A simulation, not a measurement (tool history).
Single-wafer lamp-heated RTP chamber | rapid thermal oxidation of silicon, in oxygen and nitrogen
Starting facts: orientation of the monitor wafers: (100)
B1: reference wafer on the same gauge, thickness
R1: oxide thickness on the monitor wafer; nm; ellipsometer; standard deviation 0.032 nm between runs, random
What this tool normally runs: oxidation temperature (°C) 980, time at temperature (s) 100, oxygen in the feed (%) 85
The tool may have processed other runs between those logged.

{"run": 1, "hour": 0.0, "oxidation temperature (°C)": 980, "time at temperature (s)": 100, "oxygen in the feed (%)": 64, "B1": 4.701, "R1": 5.329}
{"run": 2, "hour": 11.9, "oxidation temperature (°C)": 980, "time at temperature (s)": 100, "oxygen in the feed (%)": 64, "B1": 4.695, "R1": 5.302}
{"run": 3, "hour": 24.5, "oxidation temperature (°C)": 980, "time at temperature (s)": 100, "oxygen in the feed (%)": 64, "B1": 4.697, "R1": 5.354}
{"run": 4, "hour": 31.6, "oxidation temperature (°C)": 991, "time at temperature (s)": 100, "oxygen in the feed (%)": 85, "B1": 4.696, "R1": 6.44}
{"run": 5, "hour": 46.9, "oxidation temperature (°C)": 980, "time at temperature (s)": 100, "oxygen in the feed (%)": 85, "B1": 4.697, "R1": 5.868}
{"run": 6, "hour": 87.8, "oxidation temperature (°C)": 980, "time at temperature (s)": 79, "oxygen in the feed (%)": 85, "B1": 4.708, "R1": 5.316}
{"run": 7, "hour": 104.8, "oxidation temperature (°C)": 980, "time at temperature (s)": 79, "oxygen in the feed (%)": 85, "B1": 4.696, "R1": 5.326}
{"run": 8, "hour": 113.7, "oxidation temperature (°C)": 973, "time at temperature (s)": 100, "oxygen in the feed (%)": 85, "B1": 4.693, "R1": 5.62}
{"hour": 129.6, "done": "oxygen flow controller replaced"}
{"run": 9, "hour": 131.6, "oxidation temperature (°C)": 980, "time at temperature (s)": 100, "oxygen in the feed (%)": 85, "B1": 4.692, "R1": 5.828}
{"run": 10, "hour": 137.9, "oxidation temperature (°C)": 980, "time at temperature (s)": 100, "oxygen in the feed (%)": 85, "B1": 4.7, "R1": 5.842}
{"run": 11, "hour": 155.0, "oxidation temperature (°C)": 980, "time at temperature (s)": 100, "oxygen in the feed (%)": 85, "B1": 4.695, "R1": 5.881}
{"run": 12, "hour": 172.2, "oxidation temperature (°C)": 980, "time at temperature (s)": 100, "oxygen in the feed (%)": 85, "B1": 4.7, "R1": 5.912}
{"run": 13, "hour": 209.5, "oxidation temperature (°C)": 989, "time at temperature (s)": 100, "oxygen in the feed (%)": 85, "B1": 4.693, "R1": 6.276}
{"hour": 230.2, "done": "pyrometer window cleaned and pyrometer calibrated"}
{"run": 14, "hour": 230.7, "oxidation temperature (°C)": 989, "time at temperature (s)": 100, "oxygen in the feed (%)": 85, "B1": 4.692, "R1": 6.082}
{"run": 15, "hour": 234.1, "oxidation temperature (°C)": 980, "time at temperature (s)": 100, "oxygen in the feed (%)": 85, "B1": 4.695, "R1": 5.723}
{"run": 16, "hour": 249.4, "oxidation temperature (°C)": 959, "time at temperature (s)": 100, "oxygen in the feed (%)": 85, "B1": 4.701, "R1": 4.898}
{"run": 17, "hour": 260.0, "oxidation temperature (°C)": 980, "time at temperature (s)": 100, "oxygen in the feed (%)": 56, "B1": 4.695, "R1": 5.026}
{"run": 18, "hour": 269.7, "oxidation temperature (°C)": 980, "time at temperature (s)": 100, "oxygen in the feed (%)": 56, "B1": 4.696, "R1": 5.012}
{"hour": 273.6, "done": "gauge calibrated"}
{"run": 19, "hour": 283.7, "oxidation temperature (°C)": 980, "time at temperature (s)": 100, "oxygen in the feed (%)": 85, "B1": 4.696, "R1": 5.801}
{"run": 20, "hour": 294.5, "oxidation temperature (°C)": 1001, "time at temperature (s)": 100, "oxygen in the feed (%)": 98, "B1": 4.703, "R1": 7.085}
{"run": 21, "hour": 303.4, "oxidation temperature (°C)": 980, "time at temperature (s)": 100, "oxygen in the feed (%)": 85, "B1": 4.695, "R1": 5.831}
{"run": 22, "hour": 332.0, "oxidation temperature (°C)": 996, "time at temperature (s)": 139, "oxygen in the feed (%)": 65, "B1": 4.698, "R1": 6.878}
{"run": 23, "hour": 349.3, "oxidation temperature (°C)": 1006, "time at temperature (s)": 100, "oxygen in the feed (%)": 85, "B1": 4.702, "R1": 7.155}
{"run": 24, "hour": 363.4, "oxidation temperature (°C)": 980, "time at temperature (s)": 100, "oxygen in the feed (%)": 85, "B1": 4.703, "R1": 5.863}
{"run": 25, "hour": 379.0, "oxidation temperature (°C)": 963, "time at temperature (s)": 53, "oxygen in the feed (%)": 57, "B1": 4.699, "R1": 3.474}
{"run": 26, "hour": 391.2, "oxidation temperature (°C)": 980, "time at temperature (s)": 61, "oxygen in the feed (%)": 62, "B1": 4.697, "R1": 4.193}
{"run": 27, "hour": 400.0, "oxidation temperature (°C)": 1002, "time at temperature (s)": 142, "oxygen in the feed (%)": 85, "B1": 4.701, "R1": 8.048}
{"run": 28, "hour": 406.9, "oxidation temperature (°C)": 999, "time at temperature (s)": 53, "oxygen in the feed (%)": 57, "B1": 4.706, "R1": 4.456}
{"run": 29, "hour": 423.0, "oxidation temperature (°C)": 980, "time at temperature (s)": 100, "oxygen in the feed (%)": 77, "B1": 4.701, "R1": 5.586}
{"run": 30, "hour": 437.9, "oxidation temperature (°C)": 980, "time at temperature (s)": 100, "oxygen in the feed (%)": 85, "B1": 4.702, "R1": 5.909}
{"run": 31, "hour": 448.3, "oxidation temperature (°C)": 995, "time at temperature (s)": 125, "oxygen in the feed (%)": 98, "B1": 4.701, "R1": 7.668}
{"run": 32, "hour": 464.2, "oxidation temperature (°C)": 967, "time at temperature (s)": 127, "oxygen in the feed (%)": 85, "B1": 4.697, "R1": 5.854}
{"run": 33, "hour": 479.7, "oxidation temperature (°C)": 980, "time at temperature (s)": 100, "oxygen in the feed (%)": 85, "B1": 4.7, "R1": 5.853}
{"run": 34, "hour": 497.5, "oxidation temperature (°C)": 980, "time at temperature (s)": 82, "oxygen in the feed (%)": 85, "B1": 4.706, "R1": 5.419}
{"run": 35, "hour": 508.0, "oxidation temperature (°C)": 980, "time at temperature (s)": 100, "oxygen in the feed (%)": 85, "B1": 4.701, "R1": 5.862}
{"run": 36, "hour": 515.9, "oxidation temperature (°C)": 980, "time at temperature (s)": 100, "oxygen in the feed (%)": 85, "B1": 4.701, "R1": 5.859}
{"run": 37, "hour": 528.1, "oxidation temperature (°C)": 980, "time at temperature (s)": 69, "oxygen in the feed (%)": 98, "B1": 4.707, "R1": 5.259}
{"run": 38, "hour": 535.6, "oxidation temperature (°C)": 980, "time at temperature (s)": 100, "oxygen in the feed (%)": 85, "B1": 4.7, "R1": 5.898}

Each row is a separate what-if for the run after 38, all from the same tool condition, not one after another. Results?
{"run": "A", "hour": 536.0, "oxidation temperature (°C)": 980, "time at temperature (s)": 100, "oxygen in the feed (%)": 85, "B1": "?", "R1": "?"}
{"run": "B", "hour": 536.0, "oxidation temperature (°C)": 992, "time at temperature (s)": 100, "oxygen in the feed (%)": 68, "B1": "?", "R1": "?"}
{"run": "C", "hour": 536.0, "oxidation temperature (°C)": 1005, "time at temperature (s)": 100, "oxygen in the feed (%)": 85, "B1": "?", "R1": "?"}
{"run": "D", "hour": 536.0, "oxidation temperature (°C)": 954, "time at temperature (s)": 118, "oxygen in the feed (%)": 94, "B1": "?", "R1": "?"}

run=A B1=4.702 R1=5.856
run=B B1=4.702 R1=5.922
run=C B1=4.702 R1=7.051
run=D B1=4.702 R1=5.356
Take away the tool's hidden state, keep each run's random variation, and the runs would have read:
run=A R1=5.723
run=B R1=5.790
run=C R1=6.894
run=D R1=5.231

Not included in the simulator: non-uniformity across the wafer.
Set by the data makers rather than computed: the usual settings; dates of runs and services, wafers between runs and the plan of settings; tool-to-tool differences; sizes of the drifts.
